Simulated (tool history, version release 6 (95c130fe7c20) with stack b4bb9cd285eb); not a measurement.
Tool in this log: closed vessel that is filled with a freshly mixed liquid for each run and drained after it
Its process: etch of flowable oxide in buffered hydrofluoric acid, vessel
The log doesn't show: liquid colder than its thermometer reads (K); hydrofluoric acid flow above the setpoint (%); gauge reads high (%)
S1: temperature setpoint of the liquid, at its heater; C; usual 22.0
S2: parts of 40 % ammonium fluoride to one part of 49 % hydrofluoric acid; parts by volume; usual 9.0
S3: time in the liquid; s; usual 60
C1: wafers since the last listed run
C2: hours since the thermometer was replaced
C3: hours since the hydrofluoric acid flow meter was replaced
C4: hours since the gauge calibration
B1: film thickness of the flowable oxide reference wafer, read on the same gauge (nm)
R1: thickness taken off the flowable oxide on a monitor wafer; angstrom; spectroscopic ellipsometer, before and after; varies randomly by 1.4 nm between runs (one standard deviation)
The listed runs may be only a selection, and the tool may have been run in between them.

run	hour	S1	S2	S3	C1	C2	C3	C4	B1	R1
1	0.0	22.0	9.0	60	0	1800.5	1783.6	376.2	119.98	2151.7
2	15.0	22.0	9.0	60	1595	1815.5	1798.6	391.2	120.01	2181.6
3	47.1	22.0	9.0	60	3414	1847.6	1830.7	423.3	120.00	2179.6
4	75.6	22.0	9.0	60	3031	1876.1	1859.2	451.8	119.99	2216.7
5	90.6	22.0	9.0	60	1595	1891.1	1874.2	466.8	120.00	2183.7
6	119.2	22.0	9.0	60	3042	1919.7	1902.8	495.4	120.00	2180.3
7	142.3	22.0	9.0	60	2457	1942.8	1925.9	518.5	120.01	2163.7
8	160.3	22.0	10.0	85	1914	1960.8	1943.9	536.5	120.00	2814.0
9	177.1	22.0	10.0	85	1786	1977.6	1960.7	553.3	120.00	2784.3
10	189.5	22.0	9.0	50	1318	1990.0	1973.1	565.7	120.00	1839.7
11	215.7	22.0	9.0	50	2786	2016.2	1999.3	591.9	119.98	1839.4
12	233.2	22.0	9.0	60	1861	2033.7	2016.8	609.4	120.00	2250.4
13	268.6	22.0	9.0	60	3765	2069.1	2052.2	644.8	119.99	2200.1
14	284.3	26.5	6.5	45	1669	2084.8	2067.9	660.5	119.99	2894.2
15	298.0	22.0	9.0	60	1457	2098.5	2081.6	674.2	120.00	2215.4
# hour 311.7: gauge calibrated
16	313.0	17.5	9.0	45	1595	2113.5	2096.6	1.3	120.04	1317.1
17	343.4	24.0	9.0	30	3233	2143.9	2127.0	31.7	119.97	1252.1
18	366.7	25.0	7.0	45	2478	2167.2	2150.3	55.0	119.99	2508.0
# hour 391.0: thermometer replaced
19	395.8	22.0	9.0	60	2988	4.8	2179.4	84.1	120.01	2228.6
20	429.7	18.5	9.0	60	3605	38.7	2213.3	118.0	120.01	1833.5
21	446.2	26.5	8.0	35	1755	55.2	2229.8	134.5	119.99	1899.4
22	479.4	22.0	9.0	60	3531	88.4	2263.0	167.7	120.00	2212.6
# hour 490.7: hydrofluoric acid flow meter replaced
23	497.2	22.0	9.0	50	1786	106.2	6.5	185.5	120.00	1660.5
24	531.6	22.0	9.0	60	3659	140.6	40.9	219.9	119.99	1976.5
25	549.1	24.0	11.5	30	1861	158.1	58.4	237.4	119.98	912.8
26	619.9	22.0	12.5	35	7530	228.9	129.2	308.2	120.00	890.3

Predict each of these 3 candidate next runs independently; none follows another, all start after run 26:
A	620.6	22.0	7.0	60	74	229.6	129.9	308.9	?	?
B	620.6	24.5	9.0	50	74	229.6	129.9	308.9	?	?
C	620.6	18.5	6.0	75	74	229.6	129.9	308.9	?	?

run	B1	R1
A	119.97	2627.9
B	119.97	1924.9
C	119.97	3087.0
The same runs, with their run-to-run variation unchanged, on a tool lacking any hidden condition would have given:
run	R1
A	2563.2
B	1865.9
C	3012.5
